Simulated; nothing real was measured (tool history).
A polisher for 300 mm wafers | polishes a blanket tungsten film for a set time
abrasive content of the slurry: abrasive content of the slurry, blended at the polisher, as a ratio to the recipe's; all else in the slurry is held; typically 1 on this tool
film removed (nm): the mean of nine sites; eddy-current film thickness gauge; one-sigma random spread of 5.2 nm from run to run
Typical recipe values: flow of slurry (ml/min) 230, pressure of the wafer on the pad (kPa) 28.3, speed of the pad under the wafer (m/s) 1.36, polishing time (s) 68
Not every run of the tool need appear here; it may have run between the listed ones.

run,hour,flow of slurry (ml/min),pressure of the wafer on the pad (kPa),speed of the pad under the wafer (m/s),abrasive content of the slurry,polishing time (s),"incoming thickness of the incoming film, nm",film removed (nm)
1,0,230,28.3,1.36,0.8,68,1339.4,478.6
# hour 9: slurry tank refilled with fresh slurry and peroxide
2,97.2,230,26.2,1.36,1,57,1335.2,392
# hour 165.8: worn pad replaced by a new one
3,172.7,230,26.2,1.36,1,57,1363.6,386.8
4,241.2,230,28.3,1.36,1,68,1349.5,492.8
# hour 305.6: slurry tank refilled with fresh slurry and peroxide
5,338.6,230,28.3,1.36,1,68,1346.2,487
6,412.6,230,28.3,1.36,1,68,1362,477.2
# hour 433.7: slurry blender recalibrated
# hour 438: worn pad replaced by a new one
7,474,230,28.3,1.36,1,68,1345.1,482.8
8,549.6,230,28.3,1.36,1,68,1348.1,478
# hour 555.3: slurry tank refilled with fresh slurry and peroxide
# hour 567.3: slurry nozzle cleaned
9,612.8,230,28.3,1.36,1,68,1360.3,506.2
# hour 681.9: worn pad replaced by a new one
10,717.8,230,28.3,1.36,1,68,1344.5,510.3
11,769,230,28.3,1.36,1,68,1343.4,501.6
# hour 784.3: slurry tank refilled with fresh slurry and peroxide
12,849.1,230,28.3,1.36,1,68,1327.2,499
# hour 871.8: slurry blender recalibrated
# hour 899.4: head pressure recalibrated
# hour 917.5: worn pad replaced by a new one
13,920.2,175,28.3,1.84,1,57,1376.3,527.6
14,990.6,180,28.3,1.66,1.2,77,1355.7,670.9
15,1042.7,230,28.3,1.78,1,76,1351.6,700.4
# hour 1052.7: slurry tank refilled with fresh slurry and peroxide
# hour 1104.8: slurry nozzle cleaned
16,1118.8,260,28.3,1.48,1,68,1369.1,565.6
# hour 1197.8: worn pad replaced by a new one
17,1221.8,230,28.3,1.22,1,45,1334.8,292.8
18,1296.1,230,28.3,1.36,1,68,1355.5,497.9

Consider 4 possible next runs. They are alternatives, not a sequence: every one starts from the tool as it was left by run 18. What does each give?
A,1296.6,230,28.3,1.36,1,68,1343.5,?
B,1296.6,230,28.3,1.36,0.7,68,1343.5,?
C,1296.6,285,36.5,1.36,1.2,68,1343.5,?
D,1296.6,230,24.1,1.36,1,68,1343.5,?

run,film removed (nm)
A,491.8
B,448.7
C,685.6
D,419.8
With the hidden condition removed and each run's random variation left untouched, the same runs would have given:
run,film removed (nm)
A,503
B,458.9
C,698.1
D,429.4

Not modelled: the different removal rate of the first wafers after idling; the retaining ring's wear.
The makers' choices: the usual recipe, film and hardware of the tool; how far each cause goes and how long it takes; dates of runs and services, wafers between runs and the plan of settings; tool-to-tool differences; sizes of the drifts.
